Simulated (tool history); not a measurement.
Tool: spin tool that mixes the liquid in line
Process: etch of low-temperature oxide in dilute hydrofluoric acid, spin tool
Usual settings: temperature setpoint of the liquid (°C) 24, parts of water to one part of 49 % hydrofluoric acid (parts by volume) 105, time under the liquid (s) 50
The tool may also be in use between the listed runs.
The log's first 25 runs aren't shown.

run,day,temperature setpoint of the liquid (°C),parts of water to one part of 49 % hydrofluoric acid (parts by volume),time under the liquid (s),wafers since the last listed run,hours since the thermometer was replaced,hours since the hydrofluoric acid flow meter was replaced,hours since the gauge calibration,"read-back film thickness of the low-temperature oxide reference wafer, read on the same gauge (nm)",thickness taken off the low-temperature oxide on a monitor wafer (Å)
26,59.154,24,105,50,837,862,295.5,1320.2,99.99,95.2
27,61.175,24,145,75,830,910.5,344,1368.7,100,99.5
28,64.083,27.5,105,50,1195,980.3,413.8,1438.5,100.01,110
# day 64.417: gauge calibrated
29,67.071,27.5,65,40,1227,1052,485.5,63.7,99.99,149
30,68.562,24,105,50,612,1087.8,521.3,99.5,100.01,95.6
31,71.554,24,105,60,1229,1159.6,593.1,171.3,100,114.7
32,72.679,21.5,90,20,462,1186.6,620.1,198.3,100.03,41.3
33,77.667,27.5,60,80,2049,1306.3,739.8,318,99.99,326.7

Forecast each of these 3 alternatives for the next run:
A,77.683,24,150,50,6,1306.7,740.2,318.4,?,?
B,77.683,27.5,70,30,6,1306.7,740.2,318.4,?,?
C,77.683,24,135,50,6,1306.7,740.2,318.4,?,?

run,"read-back film thickness of the low-temperature oxide reference wafer, read on the same gauge (nm)",thickness taken off the low-temperature oxide on a monitor wafer (Å)
A,100.02,63.8
B,100.02,103.7
C,100.02,72
Without the tool's hidden state the same runs would have given:
run,thickness taken off the low-temperature oxide on a monitor wafer (Å)
A,63.3
B,103.2
C,71.6
